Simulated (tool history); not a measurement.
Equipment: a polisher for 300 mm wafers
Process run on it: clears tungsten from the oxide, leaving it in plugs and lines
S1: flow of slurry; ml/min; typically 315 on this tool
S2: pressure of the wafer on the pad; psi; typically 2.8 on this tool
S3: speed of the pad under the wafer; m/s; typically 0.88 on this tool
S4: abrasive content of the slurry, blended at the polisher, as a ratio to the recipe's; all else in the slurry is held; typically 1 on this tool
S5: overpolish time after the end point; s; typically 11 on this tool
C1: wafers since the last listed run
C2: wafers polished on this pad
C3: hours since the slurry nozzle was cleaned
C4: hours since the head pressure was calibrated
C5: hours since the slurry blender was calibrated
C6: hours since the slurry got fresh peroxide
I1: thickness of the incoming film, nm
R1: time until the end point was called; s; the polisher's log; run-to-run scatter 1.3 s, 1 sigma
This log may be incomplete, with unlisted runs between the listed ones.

run,hour,S1,S2,S3,S4,S5,C1,C2,C3,C4,C5,C6,I1,R1
1,0,315,2.8,0.88,1,11,0,339,538.8,80.9,243.2,147.4,337.9,131.5
2,16.6,315,2.8,0.88,1,11,87,426,555.4,97.5,259.8,164,337.5,133.4
3,40.2,260,2.8,0.7,1,11,124,551,579,121.1,283.4,187.6,338.2,155.5
# hour 63.8: slurry blender recalibrated
4,72.5,260,2.8,0.7,1,11,159,710,611.3,153.4,8.7,219.9,334,149.8
5,90.7,225,3.8,0.62,1,13,95,806,629.5,171.6,26.9,238.1,339.4,136.6
# hour 95.7: slurry tank refilled with fresh slurry and peroxide
# hour 125.8: worn pad replaced by a new one
6,135.1,315,2.8,0.88,1,11,207,49,673.9,216,71.3,39.4,340.3,129.5
7,162.2,415,2.8,0.58,1.25,17,142,191,701,243.1,98.4,66.5,340.6,149.5
8,197.6,315,2.5,0.88,1.15,7,186,378,736.4,278.5,133.8,101.9,341,134.9
9,212.7,315,2.2,0.88,0.9,11,79,458,751.5,293.6,148.9,117,338.7,156.1
10,228.3,220,3.7,0.8,1,11,82,540,767.1,309.2,164.5,132.6,347.3,122.7
# hour 236: slurry nozzle cleaned
11,262.5,315,2.8,0.88,1,11,174,715,26.5,343.4,198.7,166.8,341.1,133.7
12,286.1,315,2.8,0.88,1,11,124,839,50.1,367,222.3,190.4,339.1,136.1
# hour 319.3: worn pad replaced by a new one
# hour 321.1: slurry tank refilled with fresh slurry and peroxide
13,321.6,375,2.8,0.88,1,11,160,6,85.6,402.5,257.8,0.5,343.3,134.5
# hour 334.2: slurry blender recalibrated
14,348.4,315,3.2,0.88,1,11,130,137,112.4,429.3,14.2,27.3,344.4,122
15,365.8,315,2.8,0.6,1,7,91,229,129.8,446.7,31.6,44.7,343.1,161.9
16,387.5,345,2.8,0.68,1,5,114,343,151.5,468.4,53.3,66.4,344.6,148.3
17,401.2,315,3.6,0.72,1.25,11,72,415,165.2,482.1,67,80.1,339,116.9
18,431.2,315,2.8,0.88,1,11,158,573,195.2,512.1,97,110.1,339.4,130.4
19,451,315,2.8,0.88,1,11,104,678,215,531.9,116.8,129.9,339.7,131

What will run 20 give?
20,471.7,265,2.8,0.88,1,11,109,787,235.7,552.6,137.5,150.6,337.5,?

R1: 131.6 s
Minus the tool's unlogged condition, the same run would have read R1 129.6 s.
